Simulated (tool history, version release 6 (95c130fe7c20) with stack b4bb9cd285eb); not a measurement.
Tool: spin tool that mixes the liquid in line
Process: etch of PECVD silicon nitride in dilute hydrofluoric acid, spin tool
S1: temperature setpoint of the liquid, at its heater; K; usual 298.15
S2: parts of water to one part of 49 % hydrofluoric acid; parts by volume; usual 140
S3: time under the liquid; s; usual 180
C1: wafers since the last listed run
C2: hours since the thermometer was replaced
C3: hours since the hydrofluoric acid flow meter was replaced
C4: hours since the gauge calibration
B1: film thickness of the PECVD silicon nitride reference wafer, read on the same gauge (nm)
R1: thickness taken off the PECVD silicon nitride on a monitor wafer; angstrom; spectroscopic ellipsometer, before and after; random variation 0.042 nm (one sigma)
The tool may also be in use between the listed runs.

Run 1, hour 0.0: usual settings; C1 0; C2 1126.4; C3 516.9; C4 300.8; B1 30.006. Result: R1 25.30 angstrom.
Run 2, hour 25.1: usual settings; C1 166; C2 1151.5; C3 542.0; C4 325.9; B1 30.004. Result: R1 24.61 angstrom.
Run 3, hour 48.7: usual settings but S1 300.15 K; C1 157; C2 1175.1; C3 565.6; C4 349.5; B1 29.985. Result: R1 28.51 angstrom.
At hour 75.4: gauge calibrated.
Run 4, hour 82.5: usual settings but S1 300.15 K; C1 224; C2 1208.9; C3 599.4; C4 7.1; B1 29.999. Result: R1 27.71 angstrom.
Run 5, hour 114.0: usual settings but S1 300.15 K; C1 209; C2 1240.4; C3 630.9; C4 38.6; B1 29.995. Result: R1 27.94 angstrom.
Run 6, hour 146.4: usual settings; C1 215; C2 1272.8; C3 663.3; C4 71.0; B1 30.016. Result: R1 23.97 angstrom.
Run 7, hour 160.6: usual settings; C1 94; C2 1287.0; C3 677.5; C4 85.2; B1 29.985. Result: R1 24.49 angstrom.
Run 8, hour 179.2: usual settings; C1 123; C2 1305.6; C3 696.1; C4 103.8; B1 30.002. Result: R1 25.56 angstrom.
Run 9, hour 209.2: usual settings but S1 294.65 K, S3 210 s; C1 199; C2 1335.6; C3 726.1; C4 133.8; B1 30.005. Result: R1 23.45 angstrom.
Run 10, hour 240.8: usual settings but S2 75 parts by volume; C1 210; C2 1367.2; C3 757.7; C4 165.4; B1 30.008. Result: R1 46.22 angstrom.
At hour 253.1: thermometer replaced.
Run 11, hour 276.5: usual settings but S1 301.15 K, S2 120 parts by volume, S3 90 s; C1 230; C2 23.4; C3 793.4; C4 201.1; B1 30.016. Result: R1 17.41 angstrom.
Run 12, hour 292.7: usual settings but S1 300.15 K, S2 110 parts by volume, S3 130 s; C1 107; C2 39.6; C3 809.6; C4 217.3; B1 29.986. Result: R1 26.83 angstrom.
Run 13, hour 319.1: usual settings; C1 175; C2 66.0; C3 836.0; C4 243.7; B1 30.006. Result: R1 25.62 angstrom.
Run 14, hour 338.3: usual settings; C1 127; C2 85.2; C3 855.2; C4 262.9; B1 30.005. Result: R1 24.84 angstrom.
Run 15, hour 359.9: usual settings but S1 300.65 K, S2 170 parts by volume; C1 143; C2 106.8; C3 876.8; C4 284.5; B1 29.982. Result: R1 24.98 angstrom.
At hour 377.6: gauge calibrated.
At hour 382.3: hydrofluoric acid flow meter replaced.
Run 16, hour 390.6: usual settings but S1 302.65 K, S2 85 parts by volume, S3 125 s; C1 197; C2 137.5; C3 8.3; C4 13.0; B1 29.982. Result: R1 37.44 angstrom.
Run 17, hour 485.4: usual settings but S1 300.15 K, S3 210 s; C1 630; C2 232.3; C3 103.1; C4 107.8; B1 30.016. Result: R1 33.70 angstrom.

Hidden state at the last listed run before each entry between runs and at the first one after, where it differs:
Between runs 3 and 4: gauge calibrated (hour 75.4)
  no hidden state differs between the two runs
Between runs 10 and 11: thermometer replaced (hour 253.1)
  no hidden state differs between the two runs
Between runs 15 and 16: gauge calibrated (hour 377.6); hydrofluoric acid flow meter replaced (hour 382.3)
  no hidden state differs between the two runs

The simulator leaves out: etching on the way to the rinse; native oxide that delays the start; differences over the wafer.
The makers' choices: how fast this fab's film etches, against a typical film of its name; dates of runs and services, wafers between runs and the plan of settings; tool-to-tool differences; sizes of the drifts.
